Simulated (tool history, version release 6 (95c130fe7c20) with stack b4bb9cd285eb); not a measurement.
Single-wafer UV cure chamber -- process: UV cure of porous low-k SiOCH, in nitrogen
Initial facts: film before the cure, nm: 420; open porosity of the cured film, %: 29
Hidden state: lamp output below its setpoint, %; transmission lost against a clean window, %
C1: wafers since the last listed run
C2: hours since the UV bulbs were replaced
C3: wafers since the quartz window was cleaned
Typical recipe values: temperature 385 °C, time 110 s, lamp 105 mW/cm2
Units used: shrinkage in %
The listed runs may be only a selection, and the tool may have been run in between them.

Run 1, hour 0: usual settings but lamp 123 mW/cm2; C1 0; C2 2256.4; C3 72. Result: shrinkage 8.509 %.
Run 2, hour 17.6: usual settings but temperature 399 °C, lamp 76 mW/cm2; C1 138; C2 2274; C3 211. Result: shrinkage 6.708 %.
Run 3, hour 24.8: usual settings but temperature 399 °C, lamp 76 mW/cm2; C1 56; C2 2281.2; C3 268. Result: shrinkage 6.699 %.
Run 4, hour 41.6: usual settings; C1 132; C2 2298; C3 400. Result: shrinkage 7.759 %.
Run 5, hour 48.8: usual settings; C1 56; C2 2305.2; C3 457. Result: shrinkage 7.936 %.
Run 6, hour 74.9: usual settings; C1 205; C2 2331.3; C3 662. Result: shrinkage 7.924 %.
Run 7, hour 91.5: usual settings but temperature 394 °C; C1 130; C2 2347.9; C3 793. Result: shrinkage 7.914 %.
Run 8, hour 99.3: usual settings but temperature 394 °C; C1 61; C2 2355.7; C3 854. Result: shrinkage 7.872 %.
At hour 116.7: quartz window cleaned.
Run 9, hour 117.2: usual settings but lamp 83 mW/cm2; C1 77; C2 2373.6; C3 4. Result: shrinkage 6.756 %.
Run 10, hour 122.9: usual settings but lamp 83 mW/cm2; C1 44; C2 2379.3; C3 49. Result: shrinkage 6.781 %.
Run 11, hour 131.3: usual settings but temperature 397 °C, lamp 131 mW/cm2; C1 66; C2 2387.7; C3 115. Result: shrinkage 8.899 %.
Run 12, hour 144.3: usual settings but temperature 397 °C, lamp 131 mW/cm2; C1 102; C2 2400.7; C3 217. Result: shrinkage 9.005 %.
Run 13, hour 157.8: usual settings but time 135 s, lamp 135 mW/cm2; C1 106; C2 2414.2; C3 324. Result: shrinkage 9.789 %.
Run 14, hour 169.1: usual settings; C1 89; C2 2425.5; C3 413. Result: shrinkage 7.871 %.
Run 15, hour 178.9: usual settings but temperature 375 °C, lamp 118 mW/cm2; C1 77; C2 2435.3; C3 490. Result: shrinkage 8.058 %.
At hour 210.3: UV bulbs replaced.
Run 16, hour 211.9: usual settings but time 140 s, lamp 75 mW/cm2; C1 196; C2 1.6; C3 687. Result: shrinkage 6.12 %.
At hour 231.6: quartz window cleaned.
Run 17, hour 256: usual settings but temperature 400 °C, time 150 s, lamp 141 mW/cm2; C1 284; C2 45.7; C3 192. Result: shrinkage 9.43 %.
At hour 270: UV bulbs replaced, repeated, since the last time left the tool worse.
Run 18, hour 270.5: usual settings but time 45 s, lamp 122 mW/cm2; C1 51; C2 0.5; C3 243. Result: shrinkage 5.97 %.
Run 19, hour 277.7: usual settings but time 150 s, lamp 118 mW/cm2; C1 56; C2 7.7; C3 300. Result: shrinkage 11.017 %.
Run 20, hour 294.9: usual settings but time 95 s, lamp 88 mW/cm2; C1 135; C2 24.9; C3 435. Result: shrinkage 7.671 %.
Run 21, hour 303.5: usual settings but temperature 399 °C, time 55 s, lamp 72 mW/cm2; C1 67; C2 33.5; C3 503. Result: shrinkage 4.866 %.
Run 22, hour 316.2: usual settings but temperature 370 °C, time 135 s, lamp 117 mW/cm2; C1 100; C2 46.2; C3 603. Result: shrinkage 10.069 %.
Run 23, hour 328.9: usual settings but temperature 403 °C; C1 100; C2 58.9; C3 703. Result: shrinkage 9.343 %.
Run 24, hour 346.2: usual settings; C1 136; C2 76.2; C3 839. Result: shrinkage 9.068 %.
Run 25, hour 352.3: usual settings; C1 48; C2 82.3; C3 887. Result: shrinkage 8.921 %.
Run 26, hour 366.5: usual settings; C1 111; C2 96.5; C3 999. Result: shrinkage 9.084 %.
At hour 377.7: quartz window cleaned.
Run 27, hour 378.7: usual settings but temperature 366 °C; C1 33; C2 108.7; C3 7. Result: shrinkage 8.594 %.

3 ways to go on from here, each from the tool as it stands after run 27. What would each give?
Run A, hour 379.2: usual settings but time 150 s; C1 3; C2 109.2; C3 11. Result: shrinkage ?.
Run B, hour 379.2: usual settings but temperature 370 °C; C1 3; C2 109.2; C3 11. Result: shrinkage ?.
Run C, hour 379.2: usual settings but temperature 380 °C, time 85 s, lamp 121 mW/cm2; C1 3; C2 109.2; C3 11. Result: shrinkage ?.

run  shrinkage
  A     10.421
  B      8.749
  C       8.42
What these runs would have given with no unlogged condition in the tool:
run  shrinkage
  A      10.45
  B      8.777
  C      8.448
